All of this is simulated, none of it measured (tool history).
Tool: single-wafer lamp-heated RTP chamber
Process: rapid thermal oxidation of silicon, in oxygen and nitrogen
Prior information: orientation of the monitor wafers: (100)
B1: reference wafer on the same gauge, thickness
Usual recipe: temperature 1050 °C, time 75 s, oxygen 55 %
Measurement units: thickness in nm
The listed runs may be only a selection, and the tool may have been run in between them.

{"run": 1, "day": 0.0, "temperature": 1050, "time": 101, "oxygen": 55, "B1": 7.881, "thickness": 8.971}
{"run": 2, "day": 1.275, "temperature": 1050, "time": 75, "oxygen": 55, "B1": 7.883, "thickness": 7.886}
{"run": 3, "day": 3.762, "temperature": 1050, "time": 75, "oxygen": 55, "B1": 7.878, "thickness": 7.903}
{"run": 4, "day": 5.942, "temperature": 1050, "time": 75, "oxygen": 55, "B1": 7.88, "thickness": 7.931}
{"run": 5, "day": 8.904, "temperature": 1050, "time": 75, "oxygen": 55, "B1": 7.878, "thickness": 7.931}
{"run": 6, "day": 9.967, "temperature": 1050, "time": 75, "oxygen": 55, "B1": 7.881, "thickness": 7.957}
{"run": 7, "day": 12.221, "temperature": 1050, "time": 75, "oxygen": 55, "B1": 7.876, "thickness": 7.95}
{"day": 14.308, "done": "pyrometer window cleaned and pyrometer calibrated"}
{"run": 8, "day": 14.329, "temperature": 1050, "time": 75, "oxygen": 55, "B1": 7.882, "thickness": 7.824}
{"run": 9, "day": 16.729, "temperature": 1050, "time": 75, "oxygen": 55, "B1": 7.879, "thickness": 7.871}
{"run": 10, "day": 18.3, "temperature": 1059, "time": 54, "oxygen": 55, "B1": 7.875, "thickness": 7.253}
{"run": 11, "day": 20.279, "temperature": 1028, "time": 75, "oxygen": 66, "B1": 7.878, "thickness": 7.269}
{"run": 12, "day": 23.267, "temperature": 1058, "time": 45, "oxygen": 43, "B1": 7.878, "thickness": 6.146}
{"run": 13, "day": 25.388, "temperature": 1072, "time": 104, "oxygen": 35, "B1": 7.882, "thickness": 9.115}
{"day": 25.796, "done": "gauge calibrated"}
{"day": 26.517, "done": "oxygen flow controller replaced"}
{"run": 14, "day": 27.438, "temperature": 1059, "time": 75, "oxygen": 55, "B1": 7.879, "thickness": 8.48}
{"run": 15, "day": 29.979, "temperature": 1050, "time": 75, "oxygen": 55, "B1": 7.884, "thickness": 7.967}
{"day": 31.092, "done": "pyrometer window cleaned and pyrometer calibrated"}
{"run": 16, "day": 32.167, "temperature": 1050, "time": 75, "oxygen": 27, "B1": 7.878, "thickness": 6.103}
{"run": 17, "day": 33.767, "temperature": 1050, "time": 86, "oxygen": 55, "B1": 7.88, "thickness": 8.358}
{"run": 18, "day": 36.254, "temperature": 1071, "time": 53, "oxygen": 55, "B1": 7.883, "thickness": 7.802}
{"run": 19, "day": 37.667, "temperature": 1069, "time": 75, "oxygen": 55, "B1": 7.883, "thickness": 8.998}
{"run": 20, "day": 39.158, "temperature": 1050, "time": 75, "oxygen": 55, "B1": 7.879, "thickness": 7.936}

4 options for the next run, each taken on its own from the tool as it stands now. Forecast them:
{"run": "A", "day": 39.179, "temperature": 1050, "time": 75, "oxygen": 55, "B1": "?", "thickness": "?"}
{"run": "B", "day": 39.179, "temperature": 1029, "time": 64, "oxygen": 81, "B1": "?", "thickness": "?"}
{"run": "C", "day": 39.179, "temperature": 1060, "time": 75, "oxygen": 80, "B1": "?", "thickness": "?"}
{"run": "D", "day": 39.179, "temperature": 1039, "time": 75, "oxygen": 55, "B1": "?", "thickness": "?"}

run=A B1=7.884 thickness=7.912
run=B B1=7.884 thickness=7.314
run=C B1=7.884 thickness=9.679
run=D B1=7.884 thickness=7.337
What these runs would have given with no unlogged condition in the tool:
run=A thickness=7.787
run=B thickness=7.194
run=C thickness=9.528
run=D thickness=7.219

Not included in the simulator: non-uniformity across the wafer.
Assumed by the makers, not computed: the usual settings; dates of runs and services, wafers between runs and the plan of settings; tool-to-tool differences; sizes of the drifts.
